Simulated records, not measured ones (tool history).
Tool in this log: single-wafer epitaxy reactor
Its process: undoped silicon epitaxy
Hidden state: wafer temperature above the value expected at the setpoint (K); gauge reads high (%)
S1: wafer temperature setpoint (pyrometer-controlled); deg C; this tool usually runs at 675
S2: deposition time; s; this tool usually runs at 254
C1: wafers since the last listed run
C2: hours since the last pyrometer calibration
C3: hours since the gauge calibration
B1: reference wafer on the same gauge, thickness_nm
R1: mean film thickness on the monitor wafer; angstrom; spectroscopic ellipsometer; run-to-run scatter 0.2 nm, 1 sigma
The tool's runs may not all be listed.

run	hour	S1	S2	C1	C2	C3	B1	R1
1	0.0	675	254	0	288.6	523.5	56.822	671.28
2	62.1	675	254	299	350.7	585.6	56.845	672.02
3	91.0	675	254	139	379.6	614.5	56.850	670.94
4	146.7	675	254	268	435.3	670.2	56.849	670.37
5	187.3	675	254	196	475.9	710.8	56.872	666.57
6	252.1	675	254	312	540.7	775.6	56.779	669.75
7	311.8	675	254	288	600.4	835.3	56.770	667.92
8	383.4	675	254	345	672.0	906.9	56.767	667.23
9	425.5	675	254	203	714.1	949.0	56.819	664.46
10	473.5	675	254	231	762.1	997.0	56.783	664.69
11	521.3	675	254	230	809.9	1044.8	56.826	666.97
12	550.3	679	282	140	838.9	1073.8	56.737	801.39
13	582.7	660	301	156	871.3	1106.2	56.839	600.29
14	639.0	667	290	271	927.6	1162.5	56.762	656.06
# hour 650.6: gauge calibrated
15	670.9	675	254	154	959.5	20.3	56.808	662.71
16	711.9	690	222	197	1000.5	61.3	56.832	760.35
17	783.8	675	254	347	1072.4	133.2	56.793	665.46
# hour 820.0: pyrometer calibrated
18	848.6	689	286	274	28.6	198.0	56.757	986.22
19	893.2	667	292	215	73.2	242.6	56.789	670.92
20	957.0	675	254	308	137.0	306.4	56.819	676.93
21	985.5	682	298	137	165.5	334.9	56.810	894.71
22	1027.1	675	254	200	207.1	376.5	56.761	670.69
23	1094.5	675	254	325	274.5	443.9	56.803	672.60
24	1121.8	665	226	131	301.8	471.2	56.780	496.49

5 ways to go on from here, each from the tool as it stands after run 24. What would each give?
A	1122.3	675	215	2	302.3	471.7	?	?
B	1122.3	688	229	2	302.3	471.7	?	?
C	1122.3	675	210	2	302.3	471.7	?	?
D	1122.3	687	254	2	302.3	471.7	?	?
E	1122.3	684	229	2	302.3	471.7	?	?

run	B1	R1
A	56.770	565.53
B	56.770	761.02
C	56.770	552.38
D	56.770	829.22
E	56.770	708.62
With no hidden state in the tool, these same runs would have given:
run	R1
A	573.68
B	771.72
C	560.34
D	840.90
E	718.65
